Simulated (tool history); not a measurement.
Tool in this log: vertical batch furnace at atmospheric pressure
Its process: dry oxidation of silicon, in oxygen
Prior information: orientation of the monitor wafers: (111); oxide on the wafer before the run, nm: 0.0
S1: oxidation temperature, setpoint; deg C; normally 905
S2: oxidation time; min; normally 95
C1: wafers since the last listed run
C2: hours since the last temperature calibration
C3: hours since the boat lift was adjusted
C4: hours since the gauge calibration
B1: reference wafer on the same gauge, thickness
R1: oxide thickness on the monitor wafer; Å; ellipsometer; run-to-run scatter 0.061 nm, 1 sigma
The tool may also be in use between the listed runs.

run 1 day=0 | S1=905 S2=95 | C1=0 C2=1518.5 C3=2658.9 C4=49.9 | B1=48.19 | R1=409.1
run 2 day=0.542 | S1=905 S2=95 | C1=150 C2=1531.5 C3=2671.9 C4=62.9 | B1=48.22 | R1=409.2
run 3 day=1.246 | S1=905 S2=95 | C1=195 C2=1548.4 C3=2688.8 C4=79.8 | B1=48.23 | R1=409.6
run 4 day=4.792 | S1=914 S2=95 | C1=984 C2=1633.5 C3=2773.9 C4=164.9 | B1=48.22 | R1=448.3
run 5 day=5.521 | S1=914 S2=95 | C1=202 C2=1651 C3=2791.4 C4=182.4 | B1=48.19 | R1=449.2
run 6 day=6.767 | S1=914 S2=95 | C1=345 C2=1680.9 C3=2821.3 C4=212.3 | B1=48.19 | R1=448.5
run 7 day=7.558 | S1=905 S2=112 | C1=219 C2=1699.9 C3=2840.3 C4=231.3 | B1=48.2 | R1=458.4
-- day=8.208 gauge calibrated
-- day=8.792 thermocouples replaced and temperature profile calibrated
-- day=9.483 boat lift adjusted
run 8 day=9.504 | S1=892 S2=79.5 | C1=70 C2=17.1 C3=0.5 C4=31.1 | B1=48.18 | R1=316.5
run 9 day=9.771 | S1=892 S2=79.5 | C1=74 C2=23.5 C3=6.9 C4=37.5 | B1=48.21 | R1=315.7
run 10 day=10.662 | S1=905 S2=76.5 | C1=247 C2=44.9 C3=28.3 C4=58.9 | B1=48.23 | R1=352.2
run 11 day=12.154 | S1=923 S2=121.5 | C1=413 C2=80.7 C3=64.1 C4=94.7 | B1=48.2 | R1=581.3
run 12 day=12.762 | S1=905 S2=95 | C1=168 C2=95.3 C3=78.7 C4=109.3 | B1=48.17 | R1=410.2
run 13 day=13.333 | S1=905 S2=109 | C1=158 C2=109 C3=92.4 C4=123 | B1=48.19 | R1=450.1
run 14 day=14.742 | S1=884 S2=63.5 | C1=390 C2=142.8 C3=126.2 C4=156.8 | B1=48.18 | R1=249.9
run 15 day=15.983 | S1=905 S2=127 | C1=344 C2=172.6 C3=156 C4=186.6 | B1=48.21 | R1=503
run 16 day=16.917 | S1=896 S2=142 | C1=259 C2=195 C3=178.4 C4=209 | B1=48.18 | R1=495.2
run 17 day=17.662 | S1=882 S2=55.5 | C1=206 C2=212.9 C3=196.3 C4=226.9 | B1=48.18 | R1=222.9
-- day=17.792 gauge calibrated
run 18 day=18.875 | S1=905 S2=109 | C1=336 C2=242 C3=225.4 C4=26 | B1=48.18 | R1=451.2

For each entry between runs, how does the tool's hidden state at the last listed run before it compare with that at the first listed run after it?
Run 7 -> run 8: gauge calibrated (day 8.208); thermocouples replaced and temperature profile calibrated (day 8.792); boat lift adjusted (day 9.483)
  true tube temperature minus thermocouple reading, K: 4.93 -> 0.564; monitor wafer colder than the profiled boat position, K: 4.43 -> 0.383
  measured less the result without the state, R1: +2.3 -> +0.6 Å
Run 17 -> run 18: gauge calibrated (day 17.792)
  true tube temperature minus thermocouple reading, K: 1.92 -> 2.09; monitor wafer colder than the profiled boat position, K: 1.24 -> 1.35
  measured less the result without the state, R1: +1.6 -> +3.4 Å
